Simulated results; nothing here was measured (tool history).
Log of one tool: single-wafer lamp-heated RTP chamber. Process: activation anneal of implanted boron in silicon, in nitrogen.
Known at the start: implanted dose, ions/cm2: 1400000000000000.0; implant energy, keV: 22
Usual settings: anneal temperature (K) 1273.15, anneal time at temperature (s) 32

| run | hour | anneal temperature (K) | anneal time at temperature (s) | read-back reference wafer on the same gauge, sheet resistance | sheet resistance of the implanted and annealed layer (ohm/square) |
|---|---|---|---|---|---|
| 1 | 0.0 | 1273.15 | 32 | 80.19 | 95.37 |
| 2 | 13.0 | 1273.15 | 32 | 80.18 | 95.71 |
| 3 | 22.8 | 1273.15 | 32 | 80.21 | 95.61 |
|  | 34.5 | pyrometer window cleaned and pyrometer calibrated |
| 4 | 35.0 | 1256.15 | 40 | 80.19 | 99.58 |
| 5 | 49.6 | 1256.15 | 40 | 80.15 | 99.47 |
| 6 | 61.0 | 1256.15 | 40 | 80.20 | 98.89 |
| 7 | 76.5 | 1273.15 | 32 | 80.24 | 95.27 |
| 8 | 92.6 | 1273.15 | 32 | 80.21 | 95.24 |
| 9 | 100.2 | 1281.15 | 32 | 80.20 | 93.42 |
|  | 105.3 | gauge calibrated |
|  | 117.2 | reflector plate cleaned |
| 10 | 117.7 | 1273.15 | 32 | 80.22 | 96.76 |
| 11 | 125.5 | 1273.15 | 46 | 80.24 | 95.82 |
| 12 | 134.3 | 1273.15 | 46 | 80.20 | 95.31 |
| 13 | 146.5 | 1273.15 | 32 | 80.18 | 96.25 |
| 14 | 158.4 | 1273.15 | 32 | 80.19 | 96.00 |
| 15 | 176.1 | 1273.15 | 32 | 80.19 | 96.80 |
| 16 | 193.4 | 1273.15 | 32 | 80.16 | 96.25 |
| 17 | 200.2 | 1265.15 | 27 | 80.17 | 99.09 |
| 18 | 213.1 | 1273.15 | 32 | 80.19 | 96.21 |
| 19 | 220.6 | 1282.15 | 32 | 80.18 | 94.39 |
| 20 | 228.0 | 1293.15 | 16 | 80.18 | 93.82 |
| 21 | 273.6 | 1273.15 | 32 | 80.21 | 95.95 |
| 22 | 289.7 | 1295.15 | 50 | 80.23 | 91.27 |
| 23 | 304.4 | 1244.15 | 24 | 80.20 | 109.62 |
| 24 | 312.5 | 1273.15 | 32 | 80.26 | 95.62 |
| 25 | 319.2 | 1301.15 | 46 | 80.19 | 90.82 |
|  | 329.7 | pyrometer window cleaned and pyrometer calibrated |
| 26 | 330.2 | 1282.15 | 14 | 80.24 | 95.60 |
| 27 | 349.0 | 1273.15 | 32 | 80.18 | 95.44 |
| 28 | 357.3 | 1243.15 | 26 | 80.19 | 108.87 |
| 29 | 363.6 | 1246.15 | 41 | 80.18 | 103.77 |
| 30 | 373.1 | 1273.15 | 32 | 80.17 | 95.27 |
| 31 | 388.3 | 1248.15 | 15 | 80.20 | 108.61 |
| 32 | 399.1 | 1273.15 | 14 | 80.23 | 97.57 |
| 33 | 414.4 | 1273.15 | 18 | 80.21 | 96.65 |
| 34 | 424.9 | 1273.15 | 32 | 80.23 | 94.84 |
| 35 | 439.5 | 1247.15 | 17 | 80.21 | 107.33 |
| 36 | 455.2 | 1300.15 | 32 | 80.22 | 91.37 |
| 37 | 468.1 | 1273.15 | 32 | 80.21 | 95.02 |

Forecast each of these 4 alternatives for the next run:
| A | 468.5 | 1273.15 | 38 | ? | ? |
| B | 468.5 | 1297.15 | 46 | ? | ? |
| C | 468.5 | 1257.15 | 25 | ? | ? |
| D | 468.5 | 1244.15 | 50 | ? | ? |

| run | read-back reference wafer on the same gauge, sheet resistance | sheet resistance of the implanted and annealed layer (ohm/square) |
|---|---|---|
| A | 80.19 | 94.51 |
| B | 80.19 | 90.91 |
| C | 80.19 | 100.26 |
| D | 80.19 | 102.71 |
Without the tool's hidden state the same runs would have given:
| run | sheet resistance of the implanted and annealed layer (ohm/square) |
|---|---|
| A | 96.36 |
| B | 91.81 |
| C | 104.10 |
| D | 107.31 |
